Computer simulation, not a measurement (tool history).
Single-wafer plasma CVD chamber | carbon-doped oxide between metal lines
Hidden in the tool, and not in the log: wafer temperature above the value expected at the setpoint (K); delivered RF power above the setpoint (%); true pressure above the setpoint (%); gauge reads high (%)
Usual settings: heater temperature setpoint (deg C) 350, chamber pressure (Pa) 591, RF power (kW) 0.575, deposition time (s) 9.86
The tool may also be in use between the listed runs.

run    hour  heater temperature setpoint (deg C)  chamber pressure (Pa)  RF power (kW)  deposition time (s)  wafers since the last listed run  hours since the last thermocouple change  hours since the last RF generator calibration  hours since the last manometer calibration  hours since the showerhead was replaced  hours since the gauge calibration  read-back reference wafer on the same gauge, thickness_nm  mean film thickness on the monitor wafer (angstrom)
  1       0                                  350                    695          0.575                 9.86                                 0                                     832.7                                         1331.6                                      2060.5                                   5410.8                               1308                                                     52.556                                               594.83
  2    57.8                                  350                    591           0.61                 9.86                              1872                                     890.5                                         1389.4                                      2118.3                                   5468.6                             1365.8                                                     52.594                                               611.55
  3   145.7                                  350                    507          0.575                 9.86                              2848                                     978.4                                         1477.3                                      2206.2                                   5556.5                             1453.7                                                     52.636                                               572.45
  4   244.7                                  350                    507          0.575                 9.86                              3207                                    1077.4                                         1576.3                                      2305.2                                   5655.5                             1552.7                                                     52.596                                               570.86
  5   317.7                                  350                    507          0.575                 9.86                              2365                                    1150.4                                         1649.3                                      2378.2                                   5728.5                             1625.7                                                     52.585                                                575.6
  6   355.8                                  350                    684          0.575                 9.86                              1234                                    1188.5                                         1687.4                                      2416.3                                   5766.6                             1663.8                                                     52.613                                               591.93
  7   394.6                                  350                    591          0.535                 9.86                              1257                                    1227.3                                         1726.2                                      2455.1                                   5805.4                             1702.6                                                     52.637                                               556.02
  8   466.1                                  354                    708           0.65                 9.86                              2316                                    1298.8                                         1797.7                                      2526.6                                   5876.9                             1774.1                                                     52.608                                               635.42
      486.7  -- capacitance manometer re-zeroed and calibrated
  9   509.6                                  350                    696          0.575                11.39                              1150                                    1342.3                                         1841.2                                        22.9                                   5920.4                             1817.6                                                     52.611                                               683.71
      598.1  -- gauge calibrated
 10     609                                  350                    591           0.48                 8.85                              3220                                    1441.7                                         1940.6                                       122.3                                   6019.8                               10.9                                                     52.566                                               457.71
 11   710.9                                  350                    591          0.575                 9.86                              3301                                    1543.6                                         2042.5                                       224.2                                   6121.7                              112.8                                                     52.698                                               581.59
 12   807.2                                  338                    591           0.68                 9.86                              3120                                    1639.9                                         2138.8                                       320.5                                     6218                              209.1                                                     52.611                                                679.7
 13   844.3                                  338                    591          0.505                 8.56                              1202                                      1677                                         2175.9                                       357.6                                   6255.1                              246.2                                                     52.545                                               474.62
 14   888.4                                  350                    591          0.575                 8.95                              1428                                    1721.1                                           2220                                       401.7                                   6299.2                              290.3                                                     52.633                                                524.3
      909.1  -- RF generator calibrated
 15   931.6                                  361                    489          0.675                 9.12                              1140                                    1764.3                                           22.5                                       444.9                                   6342.4                              333.5                                                     52.601                                                591.8
 16  1023.5                                  350                    707          0.575                 9.86                              2977                                    1856.2                                          114.4                                       536.8                                   6434.3                              425.4                                                     52.606                                                609.5
     1201.1  -- thermocouple changed; heater temperature recalibrated
 17  1312.8                                  356                    547          0.575                 9.01                              9114                                     111.7                                          403.7                                       826.1                                   6723.6                              714.7                                                     52.667                                               516.78
     1400.8  -- showerhead replaced
 18  1406.4                                  338                    591          0.505                 8.56                              2773                                     205.3                                          497.3                                       919.7                                      5.6                              808.3                                                     52.574                                               481.62
 19  1490.9                                  361                    591          0.575                 9.86                              2738                                     289.8                                          581.8                                      1004.2                                     90.1                              892.8                                                     52.625                                               569.32
 20    1571                                  350                    501          0.465                 9.86                              2595                                     369.9                                          661.9                                      1084.3                                    170.2                              972.9                                                     52.562                                                487.3
 21  1667.3                                  350                    700          0.575                 9.86                              3120                                     466.2                                          758.2                                      1180.6                                    266.5                             1069.2                                                     52.575                                               595.08
 22  1706.7                                  343                    591          0.575                10.99                              1276                                     505.6                                          797.6                                        1220                                    305.9                             1108.6                                                     52.576                                               663.03
 23  1761.6                                  350                    591          0.575                 8.57                              1778                                     560.5                                          852.5                                      1274.9                                    360.8                             1163.5                                                     52.576                                                508.5
 24    1815                                  350                    591          0.665                 10.8                              1730                                     613.9                                          905.9                                      1328.3                                    414.2                             1216.9                                                     52.688                                               708.21
 25  1901.7                                  350                    591          0.575                 9.86                              2809                                     700.6                                          992.6                                        1415                                    500.9                             1303.6                                                     52.609                                               579.87

Run 26 comes next. What will it give?
 26  1958.9                                  359                    469          0.515                11.29                              1853                                     757.8                                         1049.8                                      1472.2                                    558.1                             1360.8                                                          ?                                                    ?

read-back reference wafer on the same gauge, thickness_nm: 52.598
mean film thickness on the monitor wafer (angstrom): 585.09
Without the tool's hidden state the same run would have given mean film thickness on the monitor wafer (angstrom) 594.18.
